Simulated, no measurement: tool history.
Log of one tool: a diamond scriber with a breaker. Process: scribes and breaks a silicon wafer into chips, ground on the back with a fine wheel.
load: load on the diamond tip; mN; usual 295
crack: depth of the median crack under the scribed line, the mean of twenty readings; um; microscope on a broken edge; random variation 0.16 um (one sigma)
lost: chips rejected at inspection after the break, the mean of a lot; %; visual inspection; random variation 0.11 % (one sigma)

| run | hour | load | wafers since the last listed run | hours since the diamond tip was replaced | hours since the load on the tip was calibrated | incoming depth of the damage left on the back of the incoming wafer, um | crack | lost |
|---|---|---|---|---|---|---|---|---|
| 1 | 0 | 269 | 0 | 20.6 | 522.7 | 2.18 | 11.93 | 1.98 |
| 2 | 100.7 | 266 | 427 | 121.3 | 623.4 | 2.57 | 11.93 | 2.49 |
| 3 | 169.8 | 266 | 293 | 190.4 | 692.5 | 2.71 | 11.89 | 2.87 |
|  | 203.8 | load on the tip recalibrated |
| 4 | 244.6 | 315 | 309 | 265.2 | 40.8 | 2.25 | 12.48 | 2.24 |
| 5 | 333 | 315 | 375 | 353.6 | 129.2 | 2.36 | 13.02 | 2.3 |
| 6 | 382.9 | 246 | 211 | 403.5 | 179.1 | 2.37 | 11.05 | 3.82 |
| 7 | 428.1 | 246 | 191 | 448.7 | 224.3 | 2.76 | 10.94 | 4.33 |
| 8 | 496 | 251 | 288 | 516.6 | 292.2 | 1.99 | 11.51 | 2.7 |
|  | 524 | diamond tip replaced by a new one |
| 9 | 584.1 | 295 | 365 | 60.1 | 380.3 | 1.75 | 12.37 | 1.74 |
| 10 | 641.2 | 295 | 242 | 117.2 | 437.4 | 1.77 | 12.39 | 1.95 |
| 11 | 681.5 | 295 | 171 | 157.5 | 477.7 | 1.85 | 12.53 | 2.08 |
| 12 | 766 | 295 | 358 | 242 | 562.2 | 1.8 | 12.82 | 1.89 |
| 13 | 820.5 | 295 | 231 | 296.5 | 616.7 | 1.5 | 12.71 | 1.87 |
| 14 | 867.6 | 295 | 199 | 343.6 | 663.8 | 2.7 | 12.28 | 2.69 |
| 15 | 944 | 295 | 324 | 420 | 740.2 | 2.38 | 12.36 | 2.3 |
| 16 | 1007.3 | 295 | 268 | 483.3 | 803.5 | 2.67 | 12.81 | 2.49 |
| 17 | 1096.5 | 263 | 378 | 572.5 | 892.7 | 2.85 | 11.42 | 3.21 |
|  | 1144 | load on the tip recalibrated |
| 18 | 1159.8 | 295 | 260 | 635.8 | 15.8 | 2.51 | 13.06 | 3.08 |
|  | 1194 | diamond tip replaced by a new one |
| 19 | 1246 | 295 | 357 | 52 | 102 | 2.3 | 13.32 | 2.88 |
| 20 | 1315.5 | 295 | 295 | 121.5 | 171.5 | 2.6 | 13.47 | 3.52 |
| 21 | 1415.7 | 295 | 425 | 221.7 | 271.7 | 2.97 | 13.19 | 3.8 |
| 22 | 1474.3 | 329 | 248 | 280.3 | 330.3 | 2.49 | 14.31 | 5.77 |
| 23 | 1554.7 | 319 | 341 | 360.7 | 410.7 | 2.4 | 14.23 | 6.04 |
| 24 | 1658.5 | 380 | 440 | 464.5 | 514.5 | 2.25 | 15.76 | 11.69 |
|  | 1678.6 | load on the tip recalibrated, repeated, since the last time left the tool worse |
| 25 | 1712.5 | 255 | 220 | 518.5 | 33.9 | 2.57 | 11.17 | 3.87 |
| 26 | 1778.6 | 256 | 280 | 584.6 | 100 | 2.15 | 11.5 | 2.93 |
| 27 | 1848 | 268 | 294 | 654 | 169.4 | 2.13 | 11.8 | 2.2 |
|  | 1862 | diamond tip replaced by a new one |
| 28 | 1915.9 | 225 | 279 | 53.9 | 237.3 | 2.32 | 10.64 | 5.29 |
| 29 | 1986.1 | 228 | 298 | 124.1 | 307.5 | 1.8 | 10.5 | 4.34 |
| 30 | 2077 | 258 | 385 | 215 | 398.4 | 2.42 | 11.96 | 2.75 |
| 31 | 2349.2 | 318 | 1155 | 487.2 | 670.6 | 2.54 | 13.39 | 3.61 |
| 32 | 2411.3 | 334 | 263 | 549.3 | 732.7 | 2.57 | 13.64 | 4.08 |
|  | 2414.2 | load on the tip recalibrated |
|  | 2423.3 | diamond tip replaced by a new one |
| 33 | 2450.8 | 295 | 150 | 27.5 | 36.6 | 2.69 | 12.25 | 2.82 |

The next listed run, before its measurement:
| 34 | 2516.2 | 295 | 277 | 92.9 | 102 | 2.03 | ? | ? |

Run 34 gave crack 12.36 um, lost 2 %.
Without the tool's hidden state the same run would have given crack 12.24 um, lost 1.99 %.
